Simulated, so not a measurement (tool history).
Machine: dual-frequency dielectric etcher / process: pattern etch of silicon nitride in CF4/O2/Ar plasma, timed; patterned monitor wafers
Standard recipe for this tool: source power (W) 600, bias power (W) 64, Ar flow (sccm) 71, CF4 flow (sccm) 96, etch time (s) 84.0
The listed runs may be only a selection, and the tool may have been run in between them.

| run | hour | source power (W) | bias power (W) | Ar flow (sccm) | CF4 flow (sccm) | etch time (s) | read-back reference wafer on the same gauge, depth_nm | mean etch depth across the wafer (Å) |
|---|---|---|---|---|---|---|---|---|
| 1 | 0.0 | 600 | 64 | 71 | 104 | 84.0 | 224.1 | 2111 |
| 2 | 0.8 | 600 | 64 | 71 | 104 | 84.0 | 223.9 | 2102 |
| 3 | 12.8 | 600 | 64 | 71 | 96 | 84.0 | 224.0 | 2077 |
|  | 23.5 | CF4 flow controller replaced |
| 4 | 24.0 | 600 | 64 | 71 | 96 | 84.0 | 223.9 | 2080 |
| 5 | 35.5 | 600 | 64 | 71 | 96 | 84.0 | 223.8 | 2082 |
| 6 | 42.5 | 720 | 77 | 81 | 96 | 84.0 | 223.8 | 2458 |
| 7 | 55.2 | 500 | 64 | 71 | 96 | 93.5 | 224.2 | 2100 |
| 8 | 69.5 | 600 | 64 | 71 | 96 | 84.0 | 224.0 | 2088 |
| 9 | 78.2 | 600 | 55 | 71 | 96 | 84.0 | 223.8 | 1953 |
|  | 85.0 | Ar flow controller replaced |
|  | 94.5 | gauge calibrated |
| 10 | 95.6 | 600 | 49 | 59 | 105 | 84.0 | 223.9 | 1943 |
| 11 | 102.2 | 680 | 64 | 71 | 76 | 84.0 | 224.0 | 2156 |
| 12 | 112.6 | 600 | 57 | 58 | 96 | 84.0 | 224.0 | 2049 |
|  | 144.3 | wet clean of the chamber |
| 13 | 144.8 | 600 | 64 | 61 | 117 | 77.0 | 224.1 | 1984 |
| 14 | 145.2 | 600 | 75 | 71 | 96 | 84.0 | 224.0 | 2209 |
| 15 | 148.2 | 600 | 64 | 71 | 96 | 84.0 | 224.2 | 2065 |
| 16 | 161.6 | 510 | 64 | 71 | 109 | 84.0 | 224.3 | 1927 |
| 17 | 172.4 | 600 | 64 | 71 | 96 | 101.5 | 224.2 | 2498 |
| 18 | 187.2 | 450 | 70 | 71 | 78 | 84.0 | 224.2 | 1799 |
| 19 | 203.7 | 600 | 59 | 79 | 80 | 63.0 | 224.1 | 1429 |
| 20 | 250.3 | 670 | 75 | 89 | 96 | 77.0 | 224.0 | 2085 |

Consider 5 possible next runs. They are alternatives, not a sequence: every one starts from the tool as it was left by run 20. What does each give?
| A | 250.7 | 600 | 64 | 71 | 96 | 90.5 | ? | ? |
| B | 250.7 | 720 | 64 | 71 | 96 | 84.0 | ? | ? |
| C | 250.7 | 600 | 50 | 71 | 96 | 84.0 | ? | ? |
| D | 250.7 | 600 | 64 | 71 | 106 | 104.5 | ? | ? |
| E | 250.7 | 660 | 64 | 71 | 89 | 84.0 | ? | ? |

| run | read-back reference wafer on the same gauge, depth_nm | mean etch depth across the wafer (Å) |
|---|---|---|
| A | 223.9 | 2228 |
| B | 223.9 | 2292 |
| C | 223.9 | 1860 |
| D | 223.9 | 2606 |
| E | 223.9 | 2157 |
The same runs, with their run-to-run variation unchanged, on a tool lacking any hidden condition would have given:
| run | mean etch depth across the wafer (Å) |
|---|---|
| A | 2223 |
| B | 2287 |
| C | 1856 |
| D | 2600 |
| E | 2152 |
